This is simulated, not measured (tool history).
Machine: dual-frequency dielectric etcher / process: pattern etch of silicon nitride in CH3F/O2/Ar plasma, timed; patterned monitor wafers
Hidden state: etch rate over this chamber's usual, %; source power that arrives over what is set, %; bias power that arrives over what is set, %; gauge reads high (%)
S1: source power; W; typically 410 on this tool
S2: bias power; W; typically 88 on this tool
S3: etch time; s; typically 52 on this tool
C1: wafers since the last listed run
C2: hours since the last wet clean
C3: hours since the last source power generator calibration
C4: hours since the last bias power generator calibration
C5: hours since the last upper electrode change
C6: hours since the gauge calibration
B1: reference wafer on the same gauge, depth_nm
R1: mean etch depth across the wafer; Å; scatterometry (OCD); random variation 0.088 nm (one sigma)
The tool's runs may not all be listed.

run	hour	S1	S2	S3	C1	C2	C3	C4	C5	C6	B1	R1
1	0	410	73	52	0	262.7	3937.6	4380.1	5483	244.3	30.5	330.5
2	11.3	410	88	61.5	129	274	3948.9	4391.4	5494.3	255.6	30.5	414.6
3	19.6	350	88	52	94	282.3	3957.2	4399.7	5502.6	263.9	30.51	337
4	31.3	350	88	52	133	294	3968.9	4411.4	5514.3	275.6	30.49	336.8
5	37.6	350	88	52	71	300.3	3975.2	4417.7	5520.6	281.9	30.51	337.5
6	51.7	410	88	52	161	314.4	3989.3	4431.8	5534.7	296	30.5	348.6
7	58	410	88	52	71	320.7	3995.6	4438.1	5541	302.3	30.51	349.1
8	73.6	410	88	52	178	336.3	4011.2	4453.7	5556.6	317.9	30.52	349.4
9	82.1	410	82	52	97	344.8	4019.7	4462.2	5565.1	326.4	30.48	340.5
10	90.3	410	82	52	93	353	4027.9	4470.4	5573.3	334.6	30.5	339.5
# hour 118: wet clean of the chamber
# hour 120.1: upper electrode replaced
11	120.6	410	88	52	47	2.6	4058.2	4500.7	0.5	364.9	30.53	358.3
12	154.2	490	104	52	383	36.2	4091.8	4534.3	34.1	398.5	30.47	394.5
13	165.8	410	88	52	132	47.8	4103.4	4545.9	45.7	410.1	30.49	354.5
# hour 172.8: bias power generator calibrated
# hour 175: source power generator calibrated
14	181.6	440	75	52	109	63.6	6.6	8.8	61.5	425.9	30.51	343.6
15	190.2	410	88	52	98	72.2	15.2	17.4	70.1	434.5	30.5	356.2
16	204.8	410	88	43	166	86.8	29.8	32	84.7	449.1	30.51	293.6
# hour 214.6: gauge calibrated
17	217.3	480	109	52	142	99.3	42.3	44.5	97.2	2.7	30.5	398.8
18	231.8	410	88	52	165	113.8	56.8	59	111.7	17.2	30.5	354.4
19	238.3	410	104	52	74	120.3	63.3	65.5	118.2	23.7	30.49	375.5
20	245.6	410	73	64.5	83	127.6	70.6	72.8	125.5	31	30.49	413
21	262.8	370	88	43.5	196	144.8	87.8	90	142.7	48.2	30.48	289.5
22	273.9	410	88	48	126	155.9	98.9	101.1	153.8	59.3	30.51	326.6
23	290.9	410	88	63.5	194	172.9	115.9	118.1	170.8	76.3	30.49	429.5
24	301.2	460	88	52	117	183.2	126.2	128.4	181.1	86.6	30.48	363.2
25	307.8	310	88	61	75	189.8	132.8	135	187.7	93.2	30.51	386.6
26	320.6	410	88	48	146	202.6	145.6	147.8	200.5	106	30.48	325.7
27	338.2	410	88	52	201	220.2	163.2	165.4	218.1	123.6	30.49	354.2
28	350.8	320	88	65	143	232.8	175.8	178	230.7	136.2	30.5	413.8
29	368.4	410	103	52	201	250.4	193.4	195.6	248.3	153.8	30.5	370.6

Hidden condition of the tool, last listed run before each entry between runs versus first listed run after:
Run 10 -> run 11: wet clean of the chamber (hour 118); upper electrode replaced (hour 120.1)
  etch rate over this chamber's usual, %: -2.33 -> 0.189
  measured minus no-state result, R1: -8.1 -> +0.7 Å
Run 13 -> run 14: bias power generator calibrated (hour 172.8); source power generator calibrated (hour 175)
  etch rate over this chamber's usual, %: -0.119 -> -0.227
  measured minus no-state result, R1: -0.4 -> -0.8 Å
Run 16 -> run 17: gauge calibrated (hour 214.6)
  etch rate over this chamber's usual, %: -0.385 -> -0.47
  measured minus no-state result, R1: -1.1 -> -1.9 Å

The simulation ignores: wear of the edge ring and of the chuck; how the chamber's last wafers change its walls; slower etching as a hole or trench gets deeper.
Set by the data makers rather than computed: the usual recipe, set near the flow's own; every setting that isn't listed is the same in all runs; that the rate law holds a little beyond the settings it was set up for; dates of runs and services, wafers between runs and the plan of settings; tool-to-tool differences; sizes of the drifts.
